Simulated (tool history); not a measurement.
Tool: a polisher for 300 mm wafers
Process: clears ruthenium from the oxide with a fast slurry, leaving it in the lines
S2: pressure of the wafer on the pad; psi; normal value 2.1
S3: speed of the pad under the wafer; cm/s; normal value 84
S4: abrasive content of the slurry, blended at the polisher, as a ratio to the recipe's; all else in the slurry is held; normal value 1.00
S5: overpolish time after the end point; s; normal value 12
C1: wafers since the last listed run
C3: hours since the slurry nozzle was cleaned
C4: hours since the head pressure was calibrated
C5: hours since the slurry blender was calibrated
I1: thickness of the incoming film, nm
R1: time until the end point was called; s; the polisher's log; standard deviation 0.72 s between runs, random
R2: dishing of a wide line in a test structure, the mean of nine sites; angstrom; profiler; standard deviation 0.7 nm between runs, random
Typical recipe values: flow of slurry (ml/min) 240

Run 1, day 0.000: usual settings; C1 0; wafers polished on this pad 1131; C3 10.1; C4 100.9; C5 275.3; I1 175.9. Result: R1 64.5 s, R2 293 angstrom.
At day 0.062: slurry blender recalibrated.
Run 2, day 1.542: usual settings; C1 364; wafers polished on this pad 1495; C3 47.1; C4 137.9; C5 35.5; I1 179.5. Result: R1 67.5 s, R2 293 angstrom.
Run 3, day 3.821: usual settings; C1 561; wafers polished on this pad 2057; C3 101.8; C4 192.6; C5 90.2; I1 176.8. Result: R1 67.0 s, R2 279 angstrom.
At day 4.862: worn pad replaced by a new one.
Run 4, day 6.200: usual settings; C1 545; wafers polished on this pad 329; C3 158.9; C4 249.7; C5 147.3; I1 177.7. Result: R1 63.7 s, R2 298 angstrom.
Run 5, day 8.833: usual settings but flow of slurry (ml/min) 295; C1 649; wafers polished on this pad 979; C3 222.1; C4 312.9; C5 210.5; I1 179.2. Result: R1 65.3 s, R2 295 angstrom.
Run 6, day 11.729: usual settings but flow of slurry (ml/min) 295; C1 713; wafers polished on this pad 1693; C3 291.6; C4 382.4; C5 280.0; I1 182.4. Result: R1 68.8 s, R2 285 angstrom.
At day 11.842: slurry blender recalibrated.
At day 12.508: worn pad replaced by a new one.
Run 7, day 14.346: usual settings; C1 583; wafers polished on this pad 452; C3 354.4; C4 445.2; C5 60.1; I1 180.4. Result: R1 66.2 s, R2 297 angstrom.
At day 15.683: slurry nozzle cleaned.
Run 8, day 15.871: usual settings; C1 365; wafers polished on this pad 818; C3 4.5; C4 481.8; C5 96.7; I1 179.1. Result: R1 69.4 s, R2 284 angstrom.
Run 9, day 17.492: usual settings; C1 399; wafers polished on this pad 1217; C3 43.4; C4 520.7; C5 135.6; I1 179.8. Result: R1 67.9 s, R2 284 angstrom.
Run 10, day 20.408: usual settings but S2 2.5 psi; C1 719; wafers polished on this pad 1937; C3 113.4; C4 590.7; C5 205.6; I1 180.0. Result: R1 62.8 s, R2 300 angstrom.
At day 21.838: slurry blender recalibrated.
Run 11, day 21.954: usual settings; C1 360; wafers polished on this pad 2297; C3 150.5; C4 627.8; C5 2.8; I1 181.1. Result: R1 74.5 s, R2 253 angstrom.
At day 22.300: worn pad replaced by a new one.
Run 12, day 23.333: usual settings but S4 0.90; C1 298; wafers polished on this pad 254; C3 183.6; C4 660.9; C5 35.9; I1 183.3. Result: R1 72.4 s, R2 269 angstrom.
Run 13, day 25.450: usual settings but S5 17 s; C1 521; wafers polished on this pad 776; C3 234.4; C4 711.7; C5 86.7; I1 180.0. Result: R1 69.5 s, R2 374 angstrom.
Run 14, day 27.075: usual settings but flow of slurry (ml/min) 155; C1 400; wafers polished on this pad 1176; C3 273.4; C4 750.7; C5 125.7; I1 183.3. Result: R1 76.9 s, R2 255 angstrom.
At day 27.308: head pressure recalibrated.
Run 15, day 28.321: usual settings; C1 286; wafers polished on this pad 1463; C3 303.3; C4 24.3; C5 155.6; I1 182.7. Result: R1 68.2 s, R2 294 angstrom.
At day 30.992: worn pad replaced by a new one.
At day 31.346: slurry nozzle cleaned.
At day 32.925: slurry blender recalibrated.
Run 16, day 35.533: usual settings but S2 1.4 psi, S5 17 s; C1 1706; wafers polished on this pad 1088; C3 100.5; C4 197.4; C5 62.6; I1 180.4. Result: R1 86.4 s, R2 311 angstrom.
Run 17, day 36.975: usual settings but flow of slurry (ml/min) 325, S3 94 cm/s; C1 355; wafers polished on this pad 1444; C3 135.1; C4 232.0; C5 97.2; I1 178.3. Result: R1 57.6 s, R2 319 angstrom.
Run 18, day 38.746: usual settings; C1 436; wafers polished on this pad 1880; C3 177.6; C4 274.5; C5 139.7; I1 179.6. Result: R1 69.7 s, R2 269 angstrom.
At day 40.217: worn pad replaced by a new one.
Run 19, day 41.438: usual settings but flow of slurry (ml/min) 280, S3 104 cm/s, S4 1.25; C1 622; wafers polished on this pad 300; C3 242.2; C4 339.1; C5 204.3; I1 178.1. Result: R1 47.4 s, R2 397 angstrom.
At day 42.025: slurry blender recalibrated.
Run 20, day 42.812: usual settings but flow of slurry (ml/min) 275, S5 10 s; C1 318; wafers polished on this pad 618; C3 275.2; C4 372.1; C5 18.9; I1 182.6. Result: R1 66.4 s, R2 254 angstrom.

Alternative continuations, all from the tool just after run 20; predict every row:
Run A, day 42.829: usual settings; C1 4; wafers polished on this pad 623; C3 275.6; C4 372.5; C5 19.3; I1 182.5. Result: R1 ?, R2 ?.
Run B, day 42.829: usual settings but S4 1.15; C1 4; wafers polished on this pad 623; C3 275.6; C4 372.5; C5 19.3; I1 182.5. Result: R1 ?, R2 ?.
Run C, day 42.829: usual settings but flow of slurry (ml/min) 280; C1 4; wafers polished on this pad 623; C3 275.6; C4 372.5; C5 19.3; I1 182.5. Result: R1 ?, R2 ?.
Run D, day 42.829: usual settings but S2 2.6 psi; C1 4; wafers polished on this pad 623; C3 275.6; C4 372.5; C5 19.3; I1 182.5. Result: R1 ?, R2 ?.
Run E, day 42.829: usual settings but flow of slurry (ml/min) 180, S5 6 s; C1 4; wafers polished on this pad 623; C3 275.6; C4 372.5; C5 19.3; I1 182.5. Result: R1 ?, R2 ?.

run    R1   R2
  A  68.5  282
  B  64.8  297
  C  67.4  286
  D  58.4  327
  E  71.0  140
With the hidden condition removed and each run's random variation left untouched, the same runs would have given:
run    R1   R2
  A  63.0  305
  B  59.6  321
  C  62.0  309
  D  53.8  353
  E  65.3  152
